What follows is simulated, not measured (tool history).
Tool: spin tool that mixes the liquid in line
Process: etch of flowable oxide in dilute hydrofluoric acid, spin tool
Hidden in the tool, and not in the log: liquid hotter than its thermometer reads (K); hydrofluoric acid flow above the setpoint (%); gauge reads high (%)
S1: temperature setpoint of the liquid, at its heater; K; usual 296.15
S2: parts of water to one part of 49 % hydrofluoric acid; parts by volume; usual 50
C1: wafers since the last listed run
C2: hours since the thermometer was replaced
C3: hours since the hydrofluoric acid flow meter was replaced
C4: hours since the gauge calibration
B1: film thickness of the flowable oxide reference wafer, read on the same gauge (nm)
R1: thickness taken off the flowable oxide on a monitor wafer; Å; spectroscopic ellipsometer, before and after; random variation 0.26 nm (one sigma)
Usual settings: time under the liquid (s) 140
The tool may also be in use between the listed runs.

Run 1, hour 0: usual settings; C1 0; C2 483.5; C3 887.4; C4 143.8; B1 60.03. Result: R1 609.5 Å.
Run 2, hour 31.2: usual settings; C1 330; C2 514.7; C3 918.6; C4 175; B1 60. Result: R1 615 Å.
Run 3, hour 45.4: usual settings but time under the liquid (s) 190; C1 150; C2 528.9; C3 932.8; C4 189.2; B1 60. Result: R1 836.3 Å.
Run 4, hour 66.3: usual settings but time under the liquid (s) 190; C1 221; C2 549.8; C3 953.7; C4 210.1; B1 60. Result: R1 831.1 Å.
Run 5, hour 82.8: usual settings; C1 174; C2 566.3; C3 970.2; C4 226.6; B1 60.02. Result: R1 617.1 Å.
Run 6, hour 103.6: usual settings; C1 220; C2 587.1; C3 991; C4 247.4; B1 60.01. Result: R1 618.5 Å.
Run 7, hour 196.3: usual settings; C1 982; C2 679.8; C3 1083.7; C4 340.1; B1 60. Result: R1 620.7 Å.
Run 8, hour 227.6: usual settings; C1 331; C2 711.1; C3 1115; C4 371.4; B1 59.99. Result: R1 619.7 Å.
Run 9, hour 242: usual settings; C1 152; C2 725.5; C3 1129.4; C4 385.8; B1 59.99. Result: R1 620.9 Å.
Run 10, hour 259.9: usual settings; C1 189; C2 743.4; C3 1147.3; C4 403.7; B1 60. Result: R1 627.1 Å.
Run 11, hour 283: usual settings but time under the liquid (s) 175; C1 244; C2 766.5; C3 1170.4; C4 426.8; B1 60. Result: R1 781.6 Å.
Run 12, hour 310.8: usual settings but time under the liquid (s) 175; C1 294; C2 794.3; C3 1198.2; C4 454.6; B1 60.01. Result: R1 778.6 Å.
Run 13, hour 350.6: usual settings; C1 421; C2 834.1; C3 1238; C4 494.4; B1 60.01. Result: R1 624.5 Å.
Run 14, hour 371.4: usual settings; C1 220; C2 854.9; C3 1258.8; C4 515.2; B1 60.01. Result: R1 626.7 Å.
Run 15, hour 400.7: usual settings but S1 292.15 K, time under the liquid (s) 110; C1 310; C2 884.2; C3 1288.1; C4 544.5; B1 60.02. Result: R1 419.1 Å.
Run 16, hour 414.8: usual settings but S1 291.15 K, S2 60 parts by volume, time under the liquid (s) 85; C1 149; C2 898.3; C3 1302.2; C4 558.6; B1 59.99. Result: R1 252.9 Å.
At hour 416.2: hydrofluoric acid flow meter replaced.
At hour 418.7: thermometer replaced.
Run 17, hour 445.6: usual settings but S2 60 parts by volume, time under the liquid (s) 185; C1 305; C2 26.9; C3 29.4; C4 589.4; B1 60. Result: R1 626.5 Å.
At hour 455: gauge calibrated.
Run 18, hour 464.6: usual settings but S2 45 parts by volume; C1 201; C2 45.9; C3 48.4; C4 9.6; B1 60.01. Result: R1 643 Å.
Run 19, hour 490.2: usual settings but S1 293.15 K, time under the liquid (s) 80; C1 271; C2 71.5; C3 74; C4 35.2; B1 60.01. Result: R1 288.8 Å.
Run 20, hour 524.5: usual settings; C1 363; C2 105.8; C3 108.3; C4 69.5; B1 59.99. Result: R1 574.1 Å.
Run 21, hour 556.6: usual settings but S1 293.15 K, S2 65 parts by volume; C1 340; C2 137.9; C3 140.4; C4 101.6; B1 60. Result: R1 382.3 Å.
Run 22, hour 591.3: usual settings but S2 35 parts by volume; C1 367; C2 172.6; C3 175.1; C4 136.3; B1 60.01. Result: R1 839.8 Å.
Run 23, hour 603.7: usual settings but S1 291.65 K, S2 25 parts by volume, time under the liquid (s) 200; C1 131; C2 185; C3 187.5; C4 148.7; B1 59.99. Result: R1 1403.9 Å.
Run 24, hour 625: usual settings but S1 299.65 K; C1 225; C2 206.3; C3 208.8; C4 170; B1 60.01. Result: R1 668.4 Å.
Run 25, hour 660.5: usual settings but S1 299.65 K, S2 30 parts by volume; C1 376; C2 241.8; C3 244.3; C4 205.5; B1 59.99. Result: R1 1149.3 Å.
Run 26, hour 684.1: usual settings; C1 250; C2 265.4; C3 267.9; C4 229.1; B1 60. Result: R1 583.2 Å.
Run 27, hour 707.6: usual settings but S1 299.15 K, S2 40 parts by volume, time under the liquid (s) 75; C1 248; C2 288.9; C3 291.4; C4 252.6; B1 59.99. Result: R1 450.7 Å.
Run 28, hour 736.8: usual settings; C1 309; C2 318.1; C3 320.6; C4 281.8; B1 60. Result: R1 586.8 Å.

3 ways to go on from here, each from the tool as it stands after run 28. What would each give?
Run A, hour 737.3: usual settings but time under the liquid (s) 210; C1 5; C2 318.6; C3 321.1; C4 282.3; B1 ?. Result: R1 ?.
Run B, hour 737.3: usual settings but time under the liquid (s) 220; C1 5; C2 318.6; C3 321.1; C4 282.3; B1 ?. Result: R1 ?.
Run C, hour 737.3: usual settings but time under the liquid (s) 195; C1 5; C2 318.6; C3 321.1; C4 282.3; B1 ?. Result: R1 ?.

run  B1     R1
  A  60  873.4
  B  60    915
  C  60    811
Without the tool's hidden state the same runs would have given:
run     R1
  A  846.1
  B  886.4
  C  785.7

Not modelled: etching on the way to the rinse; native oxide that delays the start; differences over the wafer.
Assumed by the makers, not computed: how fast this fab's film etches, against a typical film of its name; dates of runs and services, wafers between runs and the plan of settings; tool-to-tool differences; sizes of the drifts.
